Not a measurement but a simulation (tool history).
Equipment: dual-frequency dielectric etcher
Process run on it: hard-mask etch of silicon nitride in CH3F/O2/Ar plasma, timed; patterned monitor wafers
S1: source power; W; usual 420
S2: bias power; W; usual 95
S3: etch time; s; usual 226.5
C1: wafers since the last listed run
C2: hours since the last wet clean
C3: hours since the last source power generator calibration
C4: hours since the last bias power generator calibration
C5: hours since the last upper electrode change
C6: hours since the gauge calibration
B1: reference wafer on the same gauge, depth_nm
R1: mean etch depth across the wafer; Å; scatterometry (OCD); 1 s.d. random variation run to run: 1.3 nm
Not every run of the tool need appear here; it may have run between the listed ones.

run,day,S1,S2,S3,C1,C2,C3,C4,C5,C6,B1,R1
1,0,340,95,226.5,0,216.4,3333.7,2073.2,4418.5,175.6,160.8,1807
2,1.733,340,95,226.5,169,258,3375.3,2114.8,4460.1,217.2,161,1801
3,3.5,340,95,226.5,172,300.4,3417.7,2157.2,4502.5,259.6,161,1805
4,6.675,420,95,226.5,310,376.6,3493.9,2233.4,4578.7,335.8,161,1953
5,8.262,420,95,226.5,155,414.7,3532,2271.5,4616.8,373.9,161.1,1954
# day 12.146: upper electrode replaced
6,12.167,420,95,226.5,283,508.4,3625.7,2365.2,0.5,467.6,161.2,1958
# day 15.725: source power generator calibrated
7,15.746,420,95,226.5,333,594.3,0.5,2451.1,86.4,553.5,161,1947
8,18.05,380,95,196,225,649.6,55.8,2506.4,141.7,608.8,160.9,1616
# day 18.975: bias power generator calibrated
# day 20.388: wet clean of the chamber
# day 20.642: gauge calibrated
9,21.233,420,95,226.5,197,20.3,132.2,54.2,218.1,14.2,160.8,1967
10,23.567,390,71,246,227,76.3,188.2,110.2,274.1,70.2,161,1867
11,26.671,420,105,226.5,303,150.8,262.7,184.7,348.6,144.7,161.1,2025
12,30.446,490,82,226.5,368,241.4,353.3,275.3,439.2,235.3,161.2,1949
13,32.383,350,118,249,189,287.9,399.8,321.8,485.7,281.8,161.2,2148
14,34.646,420,95,226.5,221,342.2,454.1,376.1,540,336.1,161,1981

Here are 5 independent what-if runs from the current tool condition. What would each one return?
A,34.667,380,95,226.5,2,342.7,454.6,376.6,540.5,336.6,?,?
B,34.667,380,74,226.5,2,342.7,454.6,376.6,540.5,336.6,?,?
C,34.667,420,109,161.5,2,342.7,454.6,376.6,540.5,336.6,?,?
D,34.667,420,95,287.5,2,342.7,454.6,376.6,540.5,336.6,?,?
E,34.667,500,78,226.5,2,342.7,454.6,376.6,540.5,336.6,?,?

run,B1,R1
A,161.1,1883
B,161.1,1736
C,161.1,1460
D,161.1,2481
E,161.1,1960
Without the tool's hidden state the same runs would have given:
run,R1
A,1883
B,1736
C,1460
D,2481
E,1960
